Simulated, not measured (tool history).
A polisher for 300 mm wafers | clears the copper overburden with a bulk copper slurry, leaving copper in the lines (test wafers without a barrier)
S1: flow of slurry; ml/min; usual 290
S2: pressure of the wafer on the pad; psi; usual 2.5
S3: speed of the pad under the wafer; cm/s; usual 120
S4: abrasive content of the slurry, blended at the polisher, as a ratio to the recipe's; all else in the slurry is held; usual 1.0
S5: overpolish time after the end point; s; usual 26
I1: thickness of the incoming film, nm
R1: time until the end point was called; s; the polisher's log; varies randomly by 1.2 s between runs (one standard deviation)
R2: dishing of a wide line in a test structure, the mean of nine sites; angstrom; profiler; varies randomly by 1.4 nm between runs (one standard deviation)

run,hour,S1,S2,S3,S4,S5,I1,R1,R2
1,0.0,290,2.5,142,1.0,26,644.2,72.0,654
# hour 23.0: slurry blender recalibrated
2,55.9,225,2.5,120,0.9,26,647.1,84.5,580
# hour 120.7: worn pad replaced by a new one
3,131.0,225,2.5,120,0.9,26,631.5,93.8,575
# hour 147.1: slurry nozzle cleaned
4,210.3,290,2.5,120,1.0,26,638.3,81.9,596
# hour 290.4: slurry blender recalibrated
5,298.3,290,2.5,120,1.0,26,642.8,73.4,619
6,362.8,290,2.5,120,1.0,26,638.0,79.9,617
# hour 410.7: worn pad replaced by a new one
7,417.5,290,2.5,86,1.0,26,636.4,114.9,541
8,495.2,290,2.5,120,1.0,26,640.6,83.5,611
# hour 516.5: head pressure recalibrated
# hour 527.8: slurry blender recalibrated
9,552.5,290,2.5,120,1.0,26,631.3,76.2,604
# hour 619.2: slurry nozzle cleaned
# hour 661.9: worn pad replaced by a new one
10,669.1,245,2.5,96,0.8,26,647.2,107.5,535

Run 11 comes next. What will it give?
# hour 758.4: slurry blender recalibrated
11,762.2,290,2.5,120,1.0,26,648.0,?,?

{"run 11": {"R1": 74.1, "R2": 637}}
On a tool with no hidden condition, and with the same random variation, this run would have come out at R1 72.0 s, R2 642 angstrom.

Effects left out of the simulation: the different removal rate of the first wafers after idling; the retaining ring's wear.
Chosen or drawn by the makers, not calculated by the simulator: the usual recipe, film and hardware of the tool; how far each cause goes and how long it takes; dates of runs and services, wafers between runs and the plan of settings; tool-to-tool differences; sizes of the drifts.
